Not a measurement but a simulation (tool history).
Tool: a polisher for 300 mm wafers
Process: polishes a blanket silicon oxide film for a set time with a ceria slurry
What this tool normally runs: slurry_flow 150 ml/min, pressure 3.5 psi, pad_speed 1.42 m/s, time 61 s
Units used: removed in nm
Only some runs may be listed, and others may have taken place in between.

run	day	slurry_flow	pressure	pad_speed	time	incoming thickness of the incoming film, nm	removed
1	0	150	3.5	1.42	61	1206.4	467.3
# day 3.217: worn pad replaced by a new one
2	4.312	150	3.5	1.42	61	1209.1	456.3
3	6.667	150	3.5	1.78	61	1189.3	566.2
4	9.212	150	3.5	1.78	61	1204.9	553.1
# day 9.912: slurry nozzle cleaned
# day 10.208: worn pad replaced by a new one
5	11.712	150	3.5	1.42	57	1196	415.6
6	14.471	150	3.5	1.42	57	1200.8	419.7
# day 15.983: worn pad replaced by a new one
7	16.088	150	3.5	1.42	46	1198.9	337
8	17.733	150	3.5	1.42	61	1188.8	437.4
9	18.967	175	2.9	1.42	61	1217.3	367.9
10	20.838	105	3.5	1.42	61	1199.5	409.4
# day 21.804: worn pad replaced by a new one
11	22.492	150	3.5	1.42	57	1202.2	408
# day 24.712: head pressure recalibrated
12	24.733	105	4.6	1.42	74	1215.7	680.5
13	26.467	120	3.2	1.42	74	1200.1	489.6
# day 27.525: worn pad replaced by a new one
14	28.771	150	3.5	1.42	61	1200.9	457.4
15	31.621	150	4.4	1.08	53	1194.8	376.1

Below are 4 alternative next runs, each starting from the tool's condition after run 15. Predict each:
A	31.638	150	3.5	1.42	52	1189.2	?
B	31.638	195	3.9	1.02	45	1189.2	?
C	31.638	175	3.5	1.06	72	1189.2	?
D	31.638	130	3.5	1.42	61	1189.2	?

run	removed
A	383.4
B	278.3
C	408.9
D	439.6
Stripped of hidden state, with their random variation kept, the same runs would have yielded:
run	removed
A	399.4
B	289.9
C	425.9
D	457.9

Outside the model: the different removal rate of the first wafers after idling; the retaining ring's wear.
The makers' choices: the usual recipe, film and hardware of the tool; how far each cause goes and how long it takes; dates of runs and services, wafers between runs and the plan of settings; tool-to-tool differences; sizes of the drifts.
